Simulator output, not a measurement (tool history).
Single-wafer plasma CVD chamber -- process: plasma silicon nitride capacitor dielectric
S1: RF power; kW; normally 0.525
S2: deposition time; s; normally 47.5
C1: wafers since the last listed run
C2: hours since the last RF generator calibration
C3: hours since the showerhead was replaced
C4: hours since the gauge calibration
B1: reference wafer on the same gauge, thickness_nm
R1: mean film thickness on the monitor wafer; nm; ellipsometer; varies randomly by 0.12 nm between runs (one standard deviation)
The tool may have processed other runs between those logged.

run     day     S1    S2    C1      C2      C3     C4      B1      R1
  1   0.000  0.525  47.5     0  1208.6  3426.2  101.0  67.492  75.249
  2   0.388  0.525  40.8   240  1217.9  3435.5  110.3  67.509  64.421
  3   0.683  0.525  47.5   183  1225.0  3442.6  117.4  67.506  75.033
  4   1.142  0.525  47.5   283  1236.0  3453.6  128.4  67.481  74.949
  5   1.471  0.575  47.5   203  1243.9  3461.5  136.3  67.510  77.493
  6   2.183  0.575  47.5   441  1261.0  3478.6  153.4  67.470  76.970
  7   2.783  0.575  47.5   371  1275.4  3493.0  167.8  67.460  77.312
  8   3.500  0.525  47.5   443  1292.6  3510.2  185.0  67.493  74.880
  9   4.108  0.525  47.5   376  1307.2  3524.8  199.6  67.503  74.826
      5.138  -- RF generator calibrated
 10   5.158  0.525  47.5   443     0.5  3550.0  224.8  67.495  76.372
 11   5.317  0.490  44.7    98     4.3  3553.8  228.6  67.501  70.344
 12   5.979  0.525  41.0   410    20.2  3569.7  244.5  67.515  65.884
 13   6.421  0.525  41.0   273    30.8  3580.3  255.1  67.554  66.059
      6.700  -- gauge calibrated
 14   6.975  0.525  41.0   343    44.1  3593.6    6.6  67.487  66.001
 15   7.438  0.525  47.5   286    55.2  3604.7   17.7  67.489  76.541
 16   7.808  0.525  47.5   229    64.1  3613.6   26.6  67.495  76.474
 17   8.283  0.525  47.5   294    75.5  3625.0   38.0  67.468  76.585
 18   8.588  0.525  47.5   188    82.8  3632.3   45.3  67.520  76.475
      9.375  -- showerhead replaced
 19   9.396  0.615  38.8   294   102.2     0.5   64.7  67.524  65.887
 20   9.742  0.490  55.4   214   110.5     8.8   73.0  67.487  87.176
 21  10.433  0.420  54.3   428   127.1    25.4   89.6  67.538  81.219
 22  10.833  0.455  38.5   247   136.7    35.0   99.2  67.475  59.074
 23  11.204  0.525  47.5   229   145.6    43.9  108.1  67.485  76.380
 24  13.292  0.525  47.5  1293   195.7    94.0  158.2  67.490  76.397
 25  13.900  0.425  44.3   376   210.3   108.6  172.8  67.497  66.419
 26  14.242  0.610  47.5   211   218.5   116.8  181.0  67.538  80.188
 27  14.517  0.495  47.5   170   225.1   123.4  187.6  67.492  74.775
 28  14.900  0.430  52.9   237   234.3   132.6  196.8  67.483  79.556

Forecast run 29:
 29  15.575  0.525  47.5  418  250.5  148.8  213.0   ?   ?

{"run 29": {"B1": 67.503, "R1": 76.592}}
Minus the tool's unlogged condition, the same run would have read R1 76.837 nm.
